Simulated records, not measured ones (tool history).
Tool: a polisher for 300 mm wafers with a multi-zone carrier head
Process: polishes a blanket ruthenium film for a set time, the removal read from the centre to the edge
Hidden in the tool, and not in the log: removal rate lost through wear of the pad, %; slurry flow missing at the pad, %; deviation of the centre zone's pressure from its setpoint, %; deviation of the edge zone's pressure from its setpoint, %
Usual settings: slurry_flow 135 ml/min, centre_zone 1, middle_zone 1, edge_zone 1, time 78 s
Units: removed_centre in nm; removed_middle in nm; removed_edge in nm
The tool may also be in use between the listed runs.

run   hour  slurry_flow  centre_zone  middle_zone  edge_zone  time  wafers since the last listed run  wafers polished on this pad  hours since the slurry nozzle was cleaned  hours since the centre zone pressure was calibrated  hours since the edge zone pressure was calibrated  hours since the carrier head's membrane was replaced  incoming thickness of the incoming film, nm  removed_centre  removed_middle  removed_edge
  1      0          135            1            1          1    78                                 0                         5881                                      169.2                                                  0.5                                              451.5                                                  11.6                                        272.2              65            67.9          67.4
        34  -- worn pad replaced by a new one
  2   59.7          170         1.11         0.92       0.94    78                               553                          255                                      228.9                                                 60.2                                              511.2                                                  71.3                                        268.1            86.8            73.7          74.5
  3  156.9          170         0.94            1       1.05    63                               965                         1220                                      326.1                                                157.4                                              608.4                                                 168.5                                        267.1              59            63.4          62.2
  4  220.2          155            1            1          1    54                               628                         1849                                      389.4                                                220.7                                              671.7                                                 231.8                                        272.9            51.3            52.6          51.2
  5  313.8          135            1            1        1.1    68                               929                         2779                                        483                                                314.3                                              765.3                                                 325.4                                          271            63.3            64.6          66.6
  6  356.8          135            1            1          1    78                               427                         3206                                        526                                                357.3                                              808.3                                                 368.4                                        269.9            71.5            74.1          72.2
  7  428.5          105         0.96            1       1.09    71                               712                         3919                                      597.7                                                  429                                                880                                                 440.1                                        264.1            57.3              63          64.8
     439.7  -- edge zone pressure recalibrated
  8  506.7          175            1            1       1.06    54                               757                         4676                                      675.9                                                507.2                                                 67                                                 518.3                                        268.8            50.1            51.3          50.7
       556  -- carrier head's membrane replaced by a new one
     560.2  -- slurry nozzle cleaned
  9  594.6           95         0.97         0.96       1.05    78                               813                         5489                                       34.4                                                595.1                                              154.9                                                  38.6                                        271.3            60.9            63.9          65.8
     617.4  -- worn pad replaced by a new one
 10  666.2          135            1            1       1.08    78                               671                          484                                        106                                                666.7                                              226.5                                                 110.2                                        264.9            75.1            77.2          77.5

Forecast run 11:
 11  763.5          135            1            1          1    84                               966                         1451                                      203.3                                                  764                                              323.8                                                 207.5                                        268.3               ?               ?             ?

Run 11 gave removed_centre 77.5 nm, removed_middle 81.8 nm, removed_edge 78.1 nm.
Without the tool's hidden state the same run would have given removed_centre 80.6 nm, removed_middle 85.1 nm, removed_edge 81.2 nm.

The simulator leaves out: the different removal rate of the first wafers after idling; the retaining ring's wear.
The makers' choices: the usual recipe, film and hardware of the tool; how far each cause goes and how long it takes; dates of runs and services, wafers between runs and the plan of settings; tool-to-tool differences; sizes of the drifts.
